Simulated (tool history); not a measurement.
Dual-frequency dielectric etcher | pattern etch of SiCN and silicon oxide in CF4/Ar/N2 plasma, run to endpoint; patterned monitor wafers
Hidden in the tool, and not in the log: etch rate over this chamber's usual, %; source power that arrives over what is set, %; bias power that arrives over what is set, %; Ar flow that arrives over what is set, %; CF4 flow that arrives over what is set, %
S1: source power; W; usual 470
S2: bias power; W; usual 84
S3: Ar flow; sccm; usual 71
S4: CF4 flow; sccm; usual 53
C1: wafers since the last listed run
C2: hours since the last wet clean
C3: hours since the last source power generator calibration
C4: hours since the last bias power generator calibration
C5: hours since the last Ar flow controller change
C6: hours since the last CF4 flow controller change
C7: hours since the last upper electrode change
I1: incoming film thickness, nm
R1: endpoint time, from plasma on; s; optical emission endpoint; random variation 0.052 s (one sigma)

run   hour   S1  S2  S3  S4    C1     C2      C3      C4      C5      C6      C7     I1    R1
  1    0.0  470  84  71  53     0   76.2  1509.5  3423.8  3423.2  3860.0  3037.9  14.25  14.9
  2   42.0  470  84  71  53   483  118.2  1551.5  3465.8  3465.2  3902.0  3079.9  14.26  14.8
  3   90.8  470  84  71  53   562  167.0  1600.3  3514.6  3514.0  3950.8  3128.7  14.14  14.9
  4  129.8  470  84  71  53   449  206.0  1639.3  3553.6  3553.0  3989.8  3167.7  14.22  14.9
  5  182.9  470  84  71  53   611  259.1  1692.4  3606.7  3606.1  4042.9  3220.8  14.15  14.9
  6  232.6  470  84  71  53   572  308.8  1742.1  3656.4  3655.8  4092.6  3270.5  14.25  14.9
     319.8  -- wet clean of the chamber
  7  320.3  470  84  71  53   733    0.5  1829.8  3744.1  3743.5  4180.3  3358.2  14.18  14.8
  8  349.1  470  84  71  53   331   29.3  1858.6  3772.9  3772.3  4209.1  3387.0  14.14  15.0
  9  376.9  470  84  71  53   320   57.1  1886.4  3800.7  3800.1  4236.9  3414.8  14.19  14.9
 10  442.0  470  99  79  53   749  122.2  1951.5  3865.8  3865.2  4302.0  3479.9  14.22  14.5
 11  538.1  470  99  71  53  1106  218.3  2047.6  3961.9  3961.3  4398.1  3576.0  14.13  14.3
     561.2  -- Ar flow controller replaced
 12  609.3  470  84  71  53   750  289.5  2118.8  4033.1    48.1  4469.3  3647.2  14.10  14.9
     624.9  -- source power generator calibrated
     631.8  -- CF4 flow controller replaced
 13  655.1  470  84  71  53   412  335.3    30.2  4078.9    93.9    23.3  3693.0  14.12  14.9
     661.7  -- bias power generator calibrated
     712.4  -- upper electrode replaced
     713.1  -- wet clean of the chamber
 14  713.7  470  84  71  58   343    0.6    88.8    52.0   152.5    81.9     1.3  14.20  14.8
 15  766.6  470  84  71  53   609   53.5   141.7   104.9   205.4   134.8    54.2  14.36  15.1
 16  825.1  410  84  59  66   673  112.0   200.2   163.4   263.9   193.3   112.7  14.15  16.4
 17  863.2  550  84  88  53   438  150.1   238.3   201.5   302.0   231.4   150.8  14.19  13.0
 18  892.9  540  78  71  41   342  179.8   268.0   231.2   331.7   261.1   180.5  14.24  13.6
 19  924.6  470  94  71  53   365  211.5   299.7   262.9   363.4   292.8   212.2  14.20  14.5

Run 20 comes next. What will it give?
 20  976.2  470  91  71  53  594  263.1  351.3  314.5  415.0  344.4  263.8  14.22   ?

{"run 20": {"R1": 14.6}}
Without the tool's hidden state the same run would have given R1 14.6 s.
